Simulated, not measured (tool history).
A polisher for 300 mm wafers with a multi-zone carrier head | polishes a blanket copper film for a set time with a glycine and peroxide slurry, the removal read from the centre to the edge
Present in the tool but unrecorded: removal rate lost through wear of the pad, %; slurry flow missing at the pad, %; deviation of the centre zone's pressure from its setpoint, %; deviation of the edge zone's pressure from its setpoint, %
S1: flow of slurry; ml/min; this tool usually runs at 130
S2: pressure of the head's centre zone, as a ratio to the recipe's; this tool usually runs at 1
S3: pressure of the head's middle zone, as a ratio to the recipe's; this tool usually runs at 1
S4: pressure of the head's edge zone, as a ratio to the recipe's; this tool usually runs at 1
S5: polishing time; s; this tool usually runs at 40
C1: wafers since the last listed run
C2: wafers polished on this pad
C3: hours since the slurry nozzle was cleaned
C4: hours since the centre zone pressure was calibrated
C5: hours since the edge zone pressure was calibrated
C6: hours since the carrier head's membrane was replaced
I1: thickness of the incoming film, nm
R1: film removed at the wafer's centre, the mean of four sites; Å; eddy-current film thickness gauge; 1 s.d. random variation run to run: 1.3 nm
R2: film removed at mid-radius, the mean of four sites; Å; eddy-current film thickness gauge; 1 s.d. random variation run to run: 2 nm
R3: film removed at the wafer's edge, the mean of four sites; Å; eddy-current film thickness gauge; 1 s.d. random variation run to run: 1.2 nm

{"run": 1, "day": 0.0, "S1": 130, "S2": 1, "S3": 1, "S4": 1, "S5": 43, "C1": 0, "C2": 131, "C3": 587.2, "C4": 301.8, "C5": 281.1, "C6": 458, "I1": 1417.9, "R1": 2067, "R2": 2176, "R3": 2083}
{"run": 2, "day": 2.271, "S1": 130, "S2": 1, "S3": 1, "S4": 1, "S5": 43, "C1": 569, "C2": 701, "C3": 641.7, "C4": 356.3, "C5": 335.6, "C6": 512.5, "I1": 1386.9, "R1": 2082, "R2": 2126, "R3": 2088}
{"run": 3, "day": 4.712, "S1": 130, "S2": 1, "S3": 0.91, "S4": 1, "S5": 40, "C1": 612, "C2": 1313, "C3": 700.3, "C4": 414.9, "C5": 394.2, "C6": 571.1, "I1": 1414.4, "R1": 1903, "R2": 1825, "R3": 1887}
{"day": 7.017, "done": "edge zone pressure recalibrated"}
{"run": 4, "day": 7.604, "S1": 130, "S2": 1, "S3": 1, "S4": 1, "S5": 31, "C1": 703, "C2": 2017, "C3": 769.7, "C4": 484.3, "C5": 14.1, "C6": 640.5, "I1": 1423.7, "R1": 1461, "R2": 1518, "R3": 1437}
{"day": 9.079, "done": "slurry nozzle cleaned"}
{"run": 5, "day": 10.904, "S1": 130, "S2": 1, "S3": 1, "S4": 1, "S5": 40, "C1": 816, "C2": 2833, "C3": 43.8, "C4": 563.5, "C5": 93.3, "C6": 719.7, "I1": 1424.2, "R1": 1854, "R2": 1929, "R3": 1831}
{"day": 13.517, "done": "centre zone pressure recalibrated"}
{"run": 6, "day": 14.504, "S1": 130, "S2": 1, "S3": 1, "S4": 1, "S5": 40, "C1": 881, "C2": 3715, "C3": 130.2, "C4": 23.7, "C5": 179.7, "C6": 806.1, "I1": 1400.2, "R1": 1831, "R2": 1899, "R3": 1820}
{"day": 15.062, "done": "worn pad replaced by a new one"}
{"run": 7, "day": 16.688, "S1": 130, "S2": 1, "S3": 1, "S4": 1, "S5": 40, "C1": 505, "C2": 407, "C3": 182.6, "C4": 76.1, "C5": 232.1, "C6": 858.5, "I1": 1414.1, "R1": 1925, "R2": 1995, "R3": 1902}
{"run": 8, "day": 20.758, "S1": 130, "S2": 1, "S3": 1, "S4": 1, "S5": 40, "C1": 1020, "C2": 1427, "C3": 280.3, "C4": 173.8, "C5": 329.8, "C6": 956.2, "I1": 1429.8, "R1": 1889, "R2": 1919, "R3": 1897}
{"run": 9, "day": 24.108, "S1": 130, "S2": 1, "S3": 1, "S4": 1, "S5": 40, "C1": 839, "C2": 2267, "C3": 360.7, "C4": 254.2, "C5": 410.2, "C6": 1036.6, "I1": 1415.6, "R1": 1845, "R2": 1948, "R3": 1854}
{"day": 25.775, "done": "edge zone pressure recalibrated"}
{"day": 25.929, "done": "carrier head's membrane replaced by a new one"}
{"run": 10, "day": 27.467, "S1": 130, "S2": 1, "S3": 1, "S4": 1, "S5": 40, "C1": 782, "C2": 3049, "C3": 441.3, "C4": 334.8, "C5": 40.6, "C6": 36.9, "I1": 1392.8, "R1": 1849, "R2": 1924, "R3": 1837}
{"day": 30.146, "done": "worn pad replaced by a new one"}
{"run": 11, "day": 30.175, "S1": 130, "S2": 1, "S3": 1, "S4": 1, "S5": 40, "C1": 637, "C2": 7, "C3": 506.3, "C4": 399.8, "C5": 105.6, "C6": 101.9, "I1": 1405.7, "R1": 1939, "R2": 1992, "R3": 1933}
{"run": 12, "day": 32.158, "S1": 130, "S2": 1, "S3": 1, "S4": 1.05, "S5": 40, "C1": 497, "C2": 504, "C3": 553.9, "C4": 447.4, "C5": 153.2, "C6": 149.5, "I1": 1403.7, "R1": 1931, "R2": 1998, "R3": 1971}
{"run": 13, "day": 34.004, "S1": 130, "S2": 1, "S3": 1, "S4": 1, "S5": 43, "C1": 462, "C2": 966, "C3": 598.2, "C4": 491.7, "C5": 197.5, "C6": 193.8, "I1": 1391.6, "R1": 2062, "R2": 2138, "R3": 2055}
{"run": 14, "day": 37.417, "S1": 140, "S2": 1, "S3": 1, "S4": 1.05, "S5": 40, "C1": 855, "C2": 1822, "C3": 680.1, "C4": 573.6, "C5": 279.4, "C6": 275.7, "I1": 1414.2, "R1": 1934, "R2": 1977, "R3": 1931}
{"run": 15, "day": 39.617, "S1": 130, "S2": 1, "S3": 1, "S4": 1, "S5": 40, "C1": 551, "C2": 2373, "C3": 732.9, "C4": 626.4, "C5": 332.2, "C6": 328.5, "I1": 1407.2, "R1": 1865, "R2": 1918, "R3": 1838}
{"run": 16, "day": 42.85, "S1": 130, "S2": 1.06, "S3": 1, "S4": 1.09, "S5": 40, "C1": 810, "C2": 3184, "C3": 810.5, "C4": 704, "C5": 409.8, "C6": 406.1, "I1": 1421.2, "R1": 1966, "R2": 1923, "R3": 1895}
{"day": 44.8, "done": "centre zone pressure recalibrated"}
{"day": 45.146, "done": "worn pad replaced by a new one"}
{"run": 17, "day": 46.233, "S1": 130, "S2": 1, "S3": 1, "S4": 1, "S5": 53, "C1": 785, "C2": 272, "C3": 891.7, "C4": 34.4, "C5": 491, "C6": 487.3, "I1": 1393.1, "R1": 2567, "R2": 2701, "R3": 2543}
{"day": 46.483, "done": "slurry nozzle cleaned"}
{"day": 47.342, "done": "edge zone pressure recalibrated"}
{"run": 18, "day": 50.642, "S1": 130, "S2": 1, "S3": 1, "S4": 0.95, "S5": 40, "C1": 1073, "C2": 1346, "C3": 99.8, "C4": 140.2, "C5": 79.2, "C6": 593.1, "I1": 1408, "R1": 1901, "R2": 1952, "R3": 1831}
{"run": 19, "day": 52.704, "S1": 155, "S2": 1, "S3": 1, "S4": 1, "S5": 44, "C1": 516, "C2": 1863, "C3": 149.3, "C4": 189.7, "C5": 128.7, "C6": 642.6, "I1": 1409.1, "R1": 2174, "R2": 2249, "R3": 2105}
{"run": 20, "day": 55.5, "S1": 95, "S2": 1, "S3": 1, "S4": 1, "S5": 40, "C1": 700, "C2": 2564, "C3": 216.4, "C4": 256.8, "C5": 195.8, "C6": 709.7, "I1": 1413.3, "R1": 1656, "R2": 1733, "R3": 1728}
{"run": 21, "day": 58.754, "S1": 130, "S2": 1, "S3": 1, "S4": 1, "S5": 53, "C1": 815, "C2": 3379, "C3": 294.5, "C4": 334.9, "C5": 273.9, "C6": 787.8, "I1": 1394.4, "R1": 2420, "R2": 2508, "R3": 2383}
{"day": 59.392, "done": "worn pad replaced by a new one"}
{"run": 22, "day": 63.142, "S1": 130, "S2": 1, "S3": 1.04, "S4": 1, "S5": 40, "C1": 1057, "C2": 940, "C3": 399.8, "C4": 440.2, "C5": 379.2, "C6": 893.1, "I1": 1394.8, "R1": 1892, "R2": 2053, "R3": 1895}

Forecast each of these 4 alternatives for the next run:
{"run": "A", "day": 63.158, "S1": 130, "S2": 1, "S3": 0.96, "S4": 1, "S5": 40, "C1": 4, "C2": 944, "C3": 400.2, "C4": 440.6, "C5": 379.6, "C6": 893.5, "I1": 1417.9, "R1": "?", "R2": "?", "R3": "?"}
{"run": "B", "day": 63.158, "S1": 130, "S2": 1, "S3": 1.09, "S4": 1, "S5": 40, "C1": 4, "C2": 944, "C3": 400.2, "C4": 440.6, "C5": 379.6, "C6": 893.5, "I1": 1417.9, "R1": "?", "R2": "?", "R3": "?"}
{"run": "C", "day": 63.158, "S1": 90, "S2": 0.95, "S3": 1.12, "S4": 1, "S5": 32, "C1": 4, "C2": 944, "C3": 400.2, "C4": 440.6, "C5": 379.6, "C6": 893.5, "I1": 1417.9, "R1": "?", "R2": "?", "R3": "?"}
{"run": "D", "day": 63.158, "S1": 165, "S2": 1.11, "S3": 1, "S4": 1, "S5": 40, "C1": 4, "C2": 944, "C3": 400.2, "C4": 440.6, "C5": 379.6, "C6": 893.5, "I1": 1417.9, "R1": "?", "R2": "?", "R3": "?"}

run=A R1=1904 R2=1890 R3=1893
run=B R1=1906 R2=2104 R3=1890
run=C R1=1274 R2=1542 R3=1400
run=D R1=2239 R2=2056 R3=1963
Take away the tool's hidden state, keep each run's random variation, and the runs would have read:
run=A R1=1949 R2=1935 R3=1939
run=B R1=1951 R2=2155 R3=1935
run=C R1=1305 R2=1579 R3=1434
run=D R1=2293 R2=2106 R3=2010

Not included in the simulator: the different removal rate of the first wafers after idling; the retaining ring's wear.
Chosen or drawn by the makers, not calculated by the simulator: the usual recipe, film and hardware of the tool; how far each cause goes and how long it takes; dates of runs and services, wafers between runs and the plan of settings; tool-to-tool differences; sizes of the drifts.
